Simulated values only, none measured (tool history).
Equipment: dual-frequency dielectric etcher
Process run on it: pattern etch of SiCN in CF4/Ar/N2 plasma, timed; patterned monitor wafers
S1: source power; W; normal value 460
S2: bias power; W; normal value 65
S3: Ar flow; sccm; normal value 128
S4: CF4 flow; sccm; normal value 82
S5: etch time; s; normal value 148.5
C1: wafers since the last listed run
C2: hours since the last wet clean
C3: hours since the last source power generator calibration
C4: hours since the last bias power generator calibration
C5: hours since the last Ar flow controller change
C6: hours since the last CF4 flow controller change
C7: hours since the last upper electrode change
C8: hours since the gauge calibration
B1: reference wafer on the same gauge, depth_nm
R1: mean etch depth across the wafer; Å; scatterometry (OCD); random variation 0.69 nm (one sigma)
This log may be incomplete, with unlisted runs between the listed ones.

Run 1, hour 0.0: usual settings but S2 79 W, S3 139 sccm; C1 0; C2 141.7; C3 3538.5; C4 1820.5; C5 3849.6; C6 122.1; C7 3047.2; C8 2508.9; B1 110.1. Result: R1 1182 Å.
Run 2, hour 42.0: usual settings; C1 202; C2 183.7; C3 3580.5; C4 1862.5; C5 3891.6; C6 164.1; C7 3089.2; C8 2550.9; B1 109.9. Result: R1 1131 Å.
At hour 72.3: source power generator calibrated.
Run 3, hour 79.0: usual settings but S1 550 W, S3 148 sccm, S5 187.5 s; C1 159; C2 220.7; C3 6.7; C4 1899.5; C5 3928.6; C6 201.1; C7 3126.2; C8 2587.9; B1 109.8. Result: R1 1546 Å.
At hour 125.1: bias power generator calibrated.
Run 4, hour 150.2: usual settings; C1 324; C2 291.9; C3 77.9; C4 25.1; C5 3999.8; C6 272.3; C7 3197.4; C8 2659.1; B1 110.0. Result: R1 1136 Å.
Run 5, hour 249.4: usual settings but S1 360 W, S2 74 W, S3 109 sccm, S4 90 sccm; C1 478; C2 391.1; C3 177.1; C4 124.3; C5 4099.0; C6 371.5; C7 3296.6; C8 2758.3; B1 110.0. Result: R1 1085 Å.
Run 6, hour 349.2: usual settings but S3 106 sccm; C1 481; C2 490.9; C3 276.9; C4 224.1; C5 4198.8; C6 471.3; C7 3396.4; C8 2858.1; B1 110.1. Result: R1 1186 Å.
Run 7, hour 407.6: usual settings but S1 340 W, S3 144 sccm, S4 75 sccm, S5 177.0 s; C1 281; C2 549.3; C3 335.3; C4 282.5; C5 4257.2; C6 529.7; C7 3454.8; C8 2916.5; B1 110.0. Result: R1 1088 Å.
Run 8, hour 500.7: usual settings but S1 350 W, S3 140 sccm; C1 449; C2 642.4; C3 428.4; C4 375.6; C5 4350.3; C6 622.8; C7 3547.9; C8 3009.6; B1 110.2. Result: R1 964 Å.
At hour 568.1: Ar flow controller replaced.
Run 9, hour 588.1: usual settings but S5 176.0 s; C1 393; C2 729.8; C3 515.8; C4 463.0; C5 20.0; C6 710.2; C7 3635.3; C8 3097.0; B1 110.1. Result: R1 1366 Å.
At hour 647.8: wet clean of the chamber.
At hour 664.2: upper electrode replaced.
Run 10, hour 664.8: usual settings; C1 175; C2 17.0; C3 592.5; C4 539.7; C5 96.7; C6 786.9; C7 0.6; C8 3173.7; B1 110.0. Result: R1 1137 Å.
Run 11, hour 707.0: usual settings but S4 66 sccm; C1 203; C2 59.2; C3 634.7; C4 581.9; C5 138.9; C6 829.1; C7 42.8; C8 3215.9; B1 110.1. Result: R1 1084 Å.
At hour 780.2: gauge calibrated.
Run 12, hour 782.5: usual settings but S1 410 W; C1 364; C2 134.7; C3 710.2; C4 657.4; C5 214.4; C6 904.6; C7 118.3; C8 2.3; B1 110.1. Result: R1 1059 Å.
Run 13, hour 957.5: usual settings; C1 844; C2 309.7; C3 885.2; C4 832.4; C5 389.4; C6 1079.6; C7 293.3; C8 177.3; B1 110.0. Result: R1 1143 Å.
Run 14, hour 1153.5: usual settings; C1 946; C2 505.7; C3 1081.2; C4 1028.4; C5 585.4; C6 1275.6; C7 489.3; C8 373.3; B1 109.8. Result: R1 1130 Å.
Run 15, hour 1218.6: usual settings but S3 140 sccm; C1 314; C2 570.8; C3 1146.3; C4 1093.5; C5 650.5; C6 1340.7; C7 554.4; C8 438.4; B1 110.4. Result: R1 1136 Å.
Run 16, hour 1323.7: usual settings; C1 507; C2 675.9; C3 1251.4; C4 1198.6; C5 755.6; C6 1445.8; C7 659.5; C8 543.5; B1 110.1. Result: R1 1155 Å.
Run 17, hour 1371.5: usual settings but S2 59 W, S3 147 sccm; C1 230; C2 723.7; C3 1299.2; C4 1246.4; C5 803.4; C6 1493.6; C7 707.3; C8 591.3; B1 110.0. Result: R1 1068 Å.
At hour 1414.3: wet clean of the chamber.
Run 18, hour 1415.2: usual settings but S1 340 W, S3 144 sccm, S4 75 sccm, S5 177.0 s; C1 95; C2 0.9; C3 1342.9; C4 1290.1; C5 847.1; C6 1537.3; C7 751.0; C8 635.0; B1 110.1. Result: R1 1074 Å.
Run 19, hour 1520.2: usual settings but S1 500 W, S3 137 sccm, S4 77 sccm, S5 104.5 s; C1 506; C2 105.9; C3 1447.9; C4 1395.1; C5 952.1; C6 1642.3; C7 856.0; C8 740.0; B1 109.9. Result: R1 822 Å.
Run 20, hour 1571.5: usual settings but S1 340 W, S4 101 sccm; C1 247; C2 157.2; C3 1499.2; C4 1446.4; C5 1003.4; C6 1693.6; C7 907.3; C8 791.3; B1 109.9. Result: R1 984 Å.
Run 21, hour 1637.1: usual settings but S2 71 W; C1 316; C2 222.8; C3 1564.8; C4 1512.0; C5 1069.0; C6 1759.2; C7 972.9; C8 856.9; B1 110.0. Result: R1 1172 Å.

Pick out some run-to-run changes in R1. Of each, how much would a tool without hidden state show as well, from the settings, what came in and chance, and how much is left for the hidden state and any gauge scatter not in both results compared?
The hidden state here: etch rate over this chamber's usual, %; source power that arrives over what is set, %; bias power that arrives over what is set, %; Ar flow that arrives over what is set, %; CF4 flow that arrives over what is set, %; gauge reads high (%).
Run 2 -> 3: S1 460 -> 550, S3 128 -> 148, S5 148.5 -> 187.5, source power generator calibrated. R1 +415 Å: hidden state +5, all else +410.
Run 3 -> 4: S1 550 -> 460, S3 148 -> 128, S5 187.5 -> 148.5, bias power generator calibrated. R1 -410 Å: hidden state -1, all else -409.
Run 9 -> 10: S5 176.0 -> 148.5, wet clean of the chamber, upper electrode replaced. R1 -229 Å: hidden state -33, all else -196.
Run 17 -> 18: S1 460 -> 340, S2 59 -> 65, S3 147 -> 144, S4 82 -> 75, S5 148.5 -> 177.0, wet clean of the chamber. R1 +6 Å: hidden state -28, all else +34.

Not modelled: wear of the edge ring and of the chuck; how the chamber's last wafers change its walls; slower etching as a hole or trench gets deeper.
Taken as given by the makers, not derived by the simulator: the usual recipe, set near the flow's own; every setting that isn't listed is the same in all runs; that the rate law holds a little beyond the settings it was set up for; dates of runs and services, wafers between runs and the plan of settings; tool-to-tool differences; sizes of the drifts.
